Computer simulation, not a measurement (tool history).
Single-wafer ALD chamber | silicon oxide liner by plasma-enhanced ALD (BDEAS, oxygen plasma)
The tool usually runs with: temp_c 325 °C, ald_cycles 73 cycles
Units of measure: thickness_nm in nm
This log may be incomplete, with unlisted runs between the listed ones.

run     day  temp_c  ald_cycles  wafers since the last listed run  hours since the last thermocouple change  hours since the gauge calibration  read-back reference wafer on the same gauge, thickness_nm  thickness_nm
  1   0.000     325          73                                 0                                     669.6                             1596.7                                                      5.443         6.131
  2   2.029     325          73                               179                                     718.3                             1645.4                                                      5.441         6.162
  3   4.767     325          73                               241                                     784.0                             1711.1                                                      5.444         6.190
  4   7.212     325          73                               215                                     842.7                             1769.8                                                      5.438         6.149
      8.250  -- gauge calibrated
  5  11.471     325          73                               375                                     944.9                               77.3                                                      5.443         6.151
  6  15.317     336          73                               339                                    1037.2                              169.6                                                      5.436         6.021
  7  18.804     336          73                               307                                    1120.9                              253.3                                                      5.443         6.026
     21.946  -- thermocouple changed; heater temperature recalibrated
  8  23.117     336          73                               351                                      28.1                              356.8                                                      5.438         6.087
  9  26.350     330          67                               285                                     105.7                              434.4                                                      5.440         5.630
 10  39.725     330          67                              1180                                     426.7                              755.4                                                      5.441         5.619
 11  43.625     330          67                               344                                     520.3                              849.0                                                      5.441         5.624
 12  46.129     328          73                               220                                     580.4                              909.1                                                      5.442         6.112
 13  48.879     325          73                               242                                     646.4                              975.1                                                      5.437         6.160
 14  51.312     325          73                               214                                     704.8                             1033.5                                                      5.443         6.174
 15  54.288     321          73                               262                                     776.2                             1104.9                                                      5.442         6.171
 16  56.904     329          84                               230                                     839.0                             1167.7                                                      5.441         7.002
 17  58.688     325          64                               157                                     881.8                             1210.5                                                      5.439         5.400
 18  61.879     325          73                               281                                     958.4                             1287.1                                                      5.444         6.155
 19  65.125     339          80                               286                                    1036.3                             1365.0                                                      5.441         6.572
 20  68.333     337          73                               283                                    1113.3                             1442.0                                                      5.442         6.031
 21  71.858     335          85                               310                                    1197.9                             1526.6                                                      5.440         7.009
     72.067  -- gauge calibrated
 22  74.071     325          82                               195                                    1251.0                               48.1                                                      5.443         6.875
     76.375  -- thermocouple changed; heater temperature recalibrated
 23  76.475     319          68                               182                                       2.4                              105.8                                                      5.440         5.836
 24  78.038     320          73                               137                                      39.9                              143.3                                                      5.438         6.245
 25  81.967     318          66                               346                                     134.2                              237.6                                                      5.440         5.667
 26  83.821     330          67                               163                                     178.7                              282.1                                                      5.441         5.630
 27  85.396     337          87                               138                                     216.5                              319.9                                                      5.440         7.242
 28  88.167     330          73                               244                                     283.0                              386.4                                                      5.437         6.146
 29  90.633     317          62                               217                                     342.2                              445.6                                                      5.438         5.324
 30  92.667     325          73                               179                                     391.0                              494.4                                                      5.441         6.184
 31  95.467     332          79                               247                                     458.2                              561.6                                                      5.437         6.593

Results per run with the tool's hidden condition removed, run-to-run variation unchanged:
What the log doesn't record here: wafer temperature above the value expected at the setpoint (K); gauge reads high (%).
run  thickness_nm
  1         6.147
  2         6.181
  3         6.212
  4         6.174
  5         6.182
  6         6.058
  7         6.070
  8         6.094
  9         5.636
 10         5.630
 11         5.638
 12         6.129
 13         6.180
 14         6.197
 15         6.198
 16         7.037
 17         5.429
 18         6.192
 19         6.619
 20         6.079
 21         7.073
 22         6.941
 23         5.829
 24         6.238
 25         5.661
 26         5.624
 27         7.235
 28         6.141
 29         5.320
 30         6.182
 31         6.592
